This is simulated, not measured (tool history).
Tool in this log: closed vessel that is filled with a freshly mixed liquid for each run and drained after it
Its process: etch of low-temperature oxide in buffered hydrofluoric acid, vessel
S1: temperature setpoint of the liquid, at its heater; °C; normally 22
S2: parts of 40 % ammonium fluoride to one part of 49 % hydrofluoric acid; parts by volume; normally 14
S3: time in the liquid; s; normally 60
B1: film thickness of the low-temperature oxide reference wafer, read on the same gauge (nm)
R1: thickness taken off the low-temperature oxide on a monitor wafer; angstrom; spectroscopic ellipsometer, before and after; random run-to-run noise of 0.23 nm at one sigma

run     day    S1    S2  S3      B1      R1
  1       0    22    14  60     120     683
  2   1.271    22    14  60  119.99   681.8
  3   2.296    22    14  60  119.99   683.1
  4    3.25    22    14  60  120.02   683.9
  5   4.183    22    14  60     120   681.7
  6   5.038    22    14  60  119.98   683.2
  7   6.054    22    14  60     120   677.9
  8   7.458    20    14  60  120.01   607.3
      8.442  -- thermometer replaced
  9   8.733    20    14  60     120   602.7
 10   9.621    22    14  60  120.01   676.4
 11  10.571    24    14  60  120.01   753.4
 12  11.604    22    14  60     120   675.5
 13  12.242    22    14  60     120   675.3
 14  12.892  20.5     9  80  120.02  1265.7
 15  13.992    22  16.5  60     120   575.6
 16  15.096    22    14  60  120.01   672.5
 17  15.662    24  11.5  50     120   759.2
 18  16.788    19   9.5  75     120  1036.6
     17.317  -- gauge calibrated
 19  17.775  19.5    16  30  119.98   254.7
 20  18.833  23.5    18  30     120     284
 21  19.346    22    14  60  120.01   673.7
 22  20.779  25.5  18.5  90  120.02   932.9
 23  21.738  17.5    18  30  119.99   202.5
 24  22.358    22    14  60  120.02     670
 25   23.55  18.5  19.5  50  119.99   338.1
     24.142  -- hydrofluoric acid flow meter replaced
 26  24.354    22    14  60  120.02     728
 27  27.842  26.5    17  45     120   572.9
 28  29.208    22  19.5  90  119.98   787.3
 29  29.712  20.5    14  60  120.02   670.3
 30  32.825    22    14  30     120   363.1
 31  33.354    22     9  30  119.99   538.4
 32    34.1    22    14  75  119.98   906.7

A few steps of R1 between consecutive runs. Split each: what settings, incoming material and random variation would produce without the hidden state, and what is left over for the hidden state, along with gauge scatter present in only one of the two compared results (measured, and without hidden state):
Hidden state at play: liquid colder than its thermometer reads (K); hydrofluoric acid flow below the setpoint (%); gauge reads high (%).
Run 14 -> 15: S1 20.5 -> 22, S2 9 -> 16.5, S3 80 -> 60. R1 -690.1 angstrom: hidden state +18.9, all else -709.
Run 18 -> 19: S1 19 -> 19.5, S2 9.5 -> 16, S3 75 -> 30, gauge calibrated. R1 -781.9 angstrom: hidden state +50.5, all else -832.4.
Run 22 -> 23: S1 25.5 -> 17.5, S2 18.5 -> 18, S3 90 -> 30. R1 -730.4 angstrom: hidden state +65.1, all else -795.5.
Run 23 -> 24: S1 17.5 -> 22, S2 18 -> 14, S3 30 -> 60. R1 +467.5 angstrom: hidden state -45.3, all else +512.8.
